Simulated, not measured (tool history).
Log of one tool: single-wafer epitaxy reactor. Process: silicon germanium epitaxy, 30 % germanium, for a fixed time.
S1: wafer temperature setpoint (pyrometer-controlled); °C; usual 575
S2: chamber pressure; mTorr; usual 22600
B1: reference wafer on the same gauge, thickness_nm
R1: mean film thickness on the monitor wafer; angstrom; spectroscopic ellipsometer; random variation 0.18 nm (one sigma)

{"run": 1, "hour": 0.0, "S1": 575, "S2": 22600, "B1": 41.683, "R1": 364.21}
{"run": 2, "hour": 43.3, "S1": 569, "S2": 18100, "B1": 41.657, "R1": 303.36}
{"run": 3, "hour": 85.8, "S1": 569, "S2": 18100, "B1": 41.687, "R1": 305.59}
{"run": 4, "hour": 141.3, "S1": 569, "S2": 18100, "B1": 41.492, "R1": 302.64}
{"run": 5, "hour": 300.0, "S1": 575, "S2": 22600, "B1": 41.486, "R1": 365.78}
{"run": 6, "hour": 339.7, "S1": 575, "S2": 22600, "B1": 41.425, "R1": 358.08}
{"hour": 412.3, "done": "showerhead replaced"}
{"run": 7, "hour": 515.0, "S1": 575, "S2": 22600, "B1": 41.282, "R1": 363.87}
{"run": 8, "hour": 550.9, "S1": 582, "S2": 18400, "B1": 41.318, "R1": 382.87}
{"run": 9, "hour": 612.7, "S1": 585, "S2": 22600, "B1": 41.303, "R1": 431.18}
{"run": 10, "hour": 645.4, "S1": 585, "S2": 22600, "B1": 41.245, "R1": 432.61}
{"run": 11, "hour": 707.7, "S1": 575, "S2": 20800, "B1": 41.196, "R1": 347.89}
{"run": 12, "hour": 756.1, "S1": 575, "S2": 20800, "B1": 41.204, "R1": 348.01}
{"run": 13, "hour": 790.3, "S1": 575, "S2": 22600, "B1": 41.118, "R1": 359.54}
{"run": 14, "hour": 816.1, "S1": 575, "S2": 22600, "B1": 41.056, "R1": 359.53}
{"hour": 850.3, "done": "pyrometer calibrated"}
{"run": 15, "hour": 853.4, "S1": 575, "S2": 20800, "B1": 41.091, "R1": 351.5}
{"run": 16, "hour": 995.4, "S1": 575, "S2": 25400, "B1": 40.894, "R1": 370.28}
{"run": 17, "hour": 1019.5, "S1": 589, "S2": 24700, "B1": 40.884, "R1": 467.69}
{"run": 18, "hour": 1084.5, "S1": 587, "S2": 25900, "B1": 40.944, "R1": 459.94}
{"hour": 1130.7, "done": "gauge calibrated"}
{"run": 19, "hour": 1139.4, "S1": 563, "S2": 24300, "B1": 42.46, "R1": 306.44}
{"run": 20, "hour": 1194.0, "S1": 575, "S2": 22600, "B1": 42.498, "R1": 371.94}
{"hour": 1205.7, "done": "capacitance manometer re-zeroed and calibrated"}
{"run": 21, "hour": 1263.6, "S1": 575, "S2": 20800, "B1": 42.335, "R1": 358.84}
{"run": 22, "hour": 1297.9, "S1": 581, "S2": 25800, "B1": 42.354, "R1": 433.27}
{"run": 23, "hour": 1343.2, "S1": 575, "S2": 22600, "B1": 42.295, "R1": 368.79}
{"run": 24, "hour": 1376.7, "S1": 575, "S2": 22600, "B1": 42.264, "R1": 370.89}
{"run": 25, "hour": 1442.1, "S1": 566, "S2": 26200, "B1": 42.187, "R1": 331.99}
{"run": 26, "hour": 1493.6, "S1": 567, "S2": 17500, "B1": 42.197, "R1": 294.0}
{"run": 27, "hour": 1560.2, "S1": 575, "S2": 22600, "B1": 42.144, "R1": 368.54}
{"run": 28, "hour": 1617.6, "S1": 570, "S2": 22600, "B1": 42.107, "R1": 338.69}
{"run": 29, "hour": 1668.3, "S1": 585, "S2": 20300, "B1": 42.061, "R1": 423.63}
{"run": 30, "hour": 1728.4, "S1": 563, "S2": 17600, "B1": 42.101, "R1": 269.7}
{"run": 31, "hour": 1779.8, "S1": 575, "S2": 20800, "B1": 41.959, "R1": 357.7}
{"run": 32, "hour": 1994.7, "S1": 575, "S2": 22600, "B1": 41.82, "R1": 365.69}
{"run": 33, "hour": 2059.1, "S1": 584, "S2": 22600, "B1": 41.821, "R1": 430.79}
{"run": 34, "hour": 2084.4, "S1": 575, "S2": 22600, "B1": 41.786, "R1": 363.36}
{"run": 35, "hour": 2117.5, "S1": 562, "S2": 17900, "B1": 41.655, "R1": 266.24}

Some steps in R1 between neighbouring runs. How much of each would the tool show without its hidden state too (settings, what came in, random variation), and how much is left for the hidden state, with any gauge scatter that isn't in both results?
The hidden state here: wafer temperature above the value expected at the setpoint (K); true pressure above the setpoint (%); gauge reads high (%).
Run 4 -> 5: S1 569 -> 575, S2 18100 -> 22600. R1 +63.14 angstrom: hidden state -2.42, all else +65.56.
Run 16 -> 17: S1 575 -> 589, S2 25400 -> 24700. R1 +97.41 angstrom: hidden state -3.83, all else +101.24.
Run 18 -> 19: S1 587 -> 563, S2 25900 -> 24300, gauge calibrated. R1 -153.50 angstrom: hidden state +17.50, all else -171.00.
Run 29 -> 30: S1 585 -> 563, S2 20300 -> 17600. R1 -153.93 angstrom: hidden state +1.31, all else -155.24.
